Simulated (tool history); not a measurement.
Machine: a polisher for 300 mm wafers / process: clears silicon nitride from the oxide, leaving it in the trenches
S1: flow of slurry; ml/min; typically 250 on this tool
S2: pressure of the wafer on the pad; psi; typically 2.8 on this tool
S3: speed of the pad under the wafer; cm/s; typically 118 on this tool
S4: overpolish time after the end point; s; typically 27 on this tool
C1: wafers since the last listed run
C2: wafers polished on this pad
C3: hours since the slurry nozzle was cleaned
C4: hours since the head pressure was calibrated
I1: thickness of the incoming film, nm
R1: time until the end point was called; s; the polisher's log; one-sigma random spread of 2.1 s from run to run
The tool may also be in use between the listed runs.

run,hour,S1,S2,S3,S4,C1,C2,C3,C4,I1,R1
1,0,250,3.5,118,27,0,854,158.4,580.4,171.3,147
2,12.1,250,3.5,118,27,81,935,170.5,592.5,167.4,142.2
# hour 27.9: worn pad replaced by a new one
3,113,250,3.5,118,27,655,575,271.4,693.4,173,156.4
4,146.1,250,2.8,144,27,223,799,304.5,726.5,168.2,156.4
# hour 166.5: worn pad replaced by a new one
5,174.4,250,2.8,144,27,164,53,332.8,754.8,171.9,165
6,202,250,2.8,118,27,186,240,360.4,782.4,169.4,193.9
7,236.1,250,2.8,148,27,230,470,394.5,816.5,170.7,159.9
8,269.1,250,2.8,148,27,223,694,427.5,849.5,167.7,156.3
# hour 272.3: head pressure recalibrated
9,296.5,250,2.8,118,27,171,865,454.9,24.2,167.4,171.5
10,315.2,325,3.6,136,36,126,992,473.6,42.9,171.8,113.8
# hour 325.5: worn pad replaced by a new one
11,339.6,200,3.3,104,27,137,95,498,67.3,170.9,176.5
12,353.8,250,3.5,118,27,96,191,512.2,81.5,170.6,141.3
# hour 375: slurry nozzle cleaned
13,384.1,250,2.8,86,27,198,389,9.1,111.8,170.1,214.5
14,408.5,285,3.4,118,27,165,554,33.5,136.2,169.8,132.6
15,428.8,250,2.8,118,27,137,691,53.8,156.5,170.2,166.7

What will run 16 give?
16,449.8,250,2.8,118,36,142,833,74.8,177.5,170,?

Logged for run 16: R1 168.7 s.
The same run, on a tool lacking any hidden state, would have yielded R1 161.6 s.

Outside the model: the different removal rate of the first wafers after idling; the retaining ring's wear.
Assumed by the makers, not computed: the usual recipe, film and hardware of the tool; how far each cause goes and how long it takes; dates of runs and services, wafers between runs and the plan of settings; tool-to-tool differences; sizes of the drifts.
